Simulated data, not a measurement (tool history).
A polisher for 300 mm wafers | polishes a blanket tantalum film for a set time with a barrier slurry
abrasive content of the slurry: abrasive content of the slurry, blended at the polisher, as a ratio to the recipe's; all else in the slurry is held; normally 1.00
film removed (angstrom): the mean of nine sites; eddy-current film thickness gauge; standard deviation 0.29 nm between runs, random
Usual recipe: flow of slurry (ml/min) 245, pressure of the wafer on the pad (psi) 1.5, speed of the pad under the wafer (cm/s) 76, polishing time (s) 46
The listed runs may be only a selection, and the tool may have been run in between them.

run,hour,flow of slurry (ml/min),pressure of the wafer on the pad (psi),speed of the pad under the wafer (cm/s),abrasive content of the slurry,polishing time (s),"incoming thickness of the incoming film, nm",film removed (angstrom)
1,0.0,245,1.5,76,1.00,46,189.9,427
2,25.9,245,1.5,76,1.00,46,190.8,418
# hour 27.3: slurry nozzle cleaned
3,43.4,245,1.4,76,1.00,46,190.0,386
# hour 56.5: slurry blender recalibrated
4,69.0,245,1.4,76,1.00,46,191.7,378
# hour 85.1: worn pad replaced by a new one
5,90.9,245,1.5,76,1.00,46,189.8,435
6,122.3,245,1.5,76,1.00,46,189.5,431
7,135.6,245,1.5,62,1.00,46,193.4,354
8,150.2,245,1.5,62,1.00,46,191.0,345
9,162.8,245,1.5,62,1.00,46,191.6,344
# hour 195.8: worn pad replaced by a new one
10,196.3,245,1.5,76,1.00,46,188.8,433
# hour 217.3: slurry blender recalibrated
# hour 223.6: head pressure recalibrated
11,224.1,245,1.5,76,1.00,46,187.3,425
12,247.6,245,1.2,76,0.95,46,189.6,355
13,282.1,245,1.5,76,1.00,54,190.4,485
14,307.0,245,1.5,76,1.15,31,190.2,283
# hour 334.0: worn pad replaced by a new one
15,334.5,170,1.5,86,1.00,46,191.8,459
16,345.8,245,1.5,76,1.00,46,190.5,425
# hour 365.6: slurry blender recalibrated
17,373.2,180,1.3,76,0.90,46,189.8,359
18,391.9,245,1.8,76,1.00,59,189.1,633
19,425.7,245,1.8,56,1.15,57,189.0,445
# hour 442.9: worn pad replaced by a new one
# hour 449.9: slurry nozzle cleaned
20,457.6,190,1.2,76,1.20,57,191.5,458
21,490.3,245,1.1,76,1.00,46,192.3,341
22,520.1,245,1.5,76,1.00,46,190.9,422
# hour 526.6: slurry blender recalibrated
23,541.3,245,1.0,86,1.10,46,190.4,356
# hour 559.2: worn pad replaced by a new one
24,574.8,245,1.5,76,0.75,46,192.6,401
25,603.1,300,1.5,76,1.00,46,190.2,436
26,636.7,245,1.5,76,1.00,46,190.4,420

Alternative continuations, all from the tool just after run 26; predict every row:
A,637.1,245,1.0,76,1.00,46,193.2,?
B,637.1,205,1.5,88,1.10,34,193.2,?
C,637.1,245,1.5,76,1.25,46,193.2,?
D,637.1,175,1.5,76,1.00,46,193.2,?
E,637.1,245,1.8,76,1.00,46,193.2,?

run,film removed (angstrom)
A,313
B,357
C,438
D,399
E,483
With no hidden state in the tool, these same runs would have given:
run,film removed (angstrom)
A,324
B,370
C,454
D,413
E,500

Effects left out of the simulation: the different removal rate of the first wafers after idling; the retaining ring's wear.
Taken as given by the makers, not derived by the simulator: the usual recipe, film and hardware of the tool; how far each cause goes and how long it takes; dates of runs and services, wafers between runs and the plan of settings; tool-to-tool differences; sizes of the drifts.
